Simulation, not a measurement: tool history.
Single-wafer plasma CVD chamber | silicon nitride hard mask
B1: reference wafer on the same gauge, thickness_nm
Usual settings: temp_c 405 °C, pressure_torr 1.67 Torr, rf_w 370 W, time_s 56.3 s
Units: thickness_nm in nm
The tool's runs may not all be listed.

run 1 hour=0 | temp_c=405 pressure_torr=1.67 rf_w=370 time_s=63.6 | B1=61.695 | thickness_nm=77.467
run 2 hour=97.3 | temp_c=405 pressure_torr=1.67 rf_w=370 time_s=63.6 | B1=61.688 | thickness_nm=77.539
run 3 hour=142.2 | temp_c=408 pressure_torr=1.67 rf_w=335 time_s=56.3 | B1=61.733 | thickness_nm=64.766
run 4 hour=246.4 | temp_c=408 pressure_torr=1.67 rf_w=335 time_s=56.3 | B1=61.798 | thickness_nm=64.726
run 5 hour=309.1 | temp_c=408 pressure_torr=1.67 rf_w=335 time_s=56.3 | B1=61.646 | thickness_nm=64.873
run 6 hour=387.6 | temp_c=405 pressure_torr=1.67 rf_w=370 time_s=56.3 | B1=61.708 | thickness_nm=68.348
run 7 hour=455.1 | temp_c=395 pressure_torr=1.35 rf_w=405 time_s=66.6 | B1=61.696 | thickness_nm=81.27
run 8 hour=510.2 | temp_c=394 pressure_torr=1.67 rf_w=325 time_s=56.3 | B1=61.686 | thickness_nm=63.722
run 9 hour=575.6 | temp_c=411 pressure_torr=1.28 rf_w=370 time_s=53.1 | B1=61.661 | thickness_nm=60.608
run 10 hour=670.9 | temp_c=405 pressure_torr=1.67 rf_w=370 time_s=56.3 | B1=61.656 | thickness_nm=68.215
run 11 hour=776.7 | temp_c=405 pressure_torr=1.67 rf_w=370 time_s=48.1 | B1=61.812 | thickness_nm=58.192
run 12 hour=841.5 | temp_c=410 pressure_torr=1.67 rf_w=370 time_s=47.2 | B1=61.732 | thickness_nm=57.196
run 13 hour=932.5 | temp_c=393 pressure_torr=1.8 rf_w=420 time_s=45.2 | B1=61.676 | thickness_nm=60.128
run 14 hour=1013.6 | temp_c=405 pressure_torr=1.67 rf_w=370 time_s=56.3 | B1=61.774 | thickness_nm=68.605
run 15 hour=1049.7 | temp_c=405 pressure_torr=1.67 rf_w=370 time_s=50.1 | B1=61.697 | thickness_nm=60.797
run 16 hour=1116.8 | temp_c=405 pressure_torr=1.67 rf_w=395 time_s=56.3 | B1=61.752 | thickness_nm=70.821
run 17 hour=1181 | temp_c=405 pressure_torr=1.67 rf_w=370 time_s=48.1 | B1=61.729 | thickness_nm=58.456
run 18 hour=1267.9 | temp_c=395 pressure_torr=1.35 rf_w=405 time_s=66.6 | B1=61.748 | thickness_nm=81.656
run 19 hour=1333.8 | temp_c=405 pressure_torr=1.91 rf_w=390 time_s=56.3 | B1=61.73 | thickness_nm=72.589
run 20 hour=1440.5 | temp_c=391 pressure_torr=2.05 rf_w=320 time_s=56.3 | B1=61.699 | thickness_nm=66.382
run 21 hour=1499.4 | temp_c=392 pressure_torr=1.26 rf_w=395 time_s=64.4 | B1=61.77 | thickness_nm=76.733
run 22 hour=1566.6 | temp_c=405 pressure_torr=1.27 rf_w=440 time_s=56.3 | B1=61.704 | thickness_nm=70.449
run 23 hour=1660.9 | temp_c=400 pressure_torr=1.42 rf_w=370 time_s=56.3 | B1=61.649 | thickness_nm=66.273
run 24 hour=1706.9 | temp_c=405 pressure_torr=1.67 rf_w=370 time_s=65.1 | B1=61.646 | thickness_nm=79.056
run 25 hour=1771.2 | temp_c=405 pressure_torr=1.37 rf_w=335 time_s=63.3 | B1=61.726 | thickness_nm=69.58
run 26 hour=1832 | temp_c=417 pressure_torr=1.55 rf_w=370 time_s=56.3 | B1=61.65 | thickness_nm=66.866
run 27 hour=1889.8 | temp_c=418 pressure_torr=2.01 rf_w=310 time_s=46.8 | B1=61.736 | thickness_nm=53.267

Not shown: 5 entries that the log had between the listed runs. Between which runs, and how does the tool's hidden state differ before and after?
Between runs 2 and 3: capacitance manometer re-zeroed and calibrated (hour 126)
  no hidden state differs between the two runs
Between runs 9 and 10: RF generator calibrated (hour 617.2)
  no hidden state differs between the two runs
Between runs 10 and 11: showerhead replaced (hour 764.3)
  no hidden state differs between the two runs
Between runs 15 and 16: thermocouple changed; heater temperature recalibrated (hour 1086.3)
  no hidden state differs between the two runs
Between runs 18 and 19: capacitance manometer re-zeroed and calibrated (hour 1290.7)
  no hidden state differs between the two runs
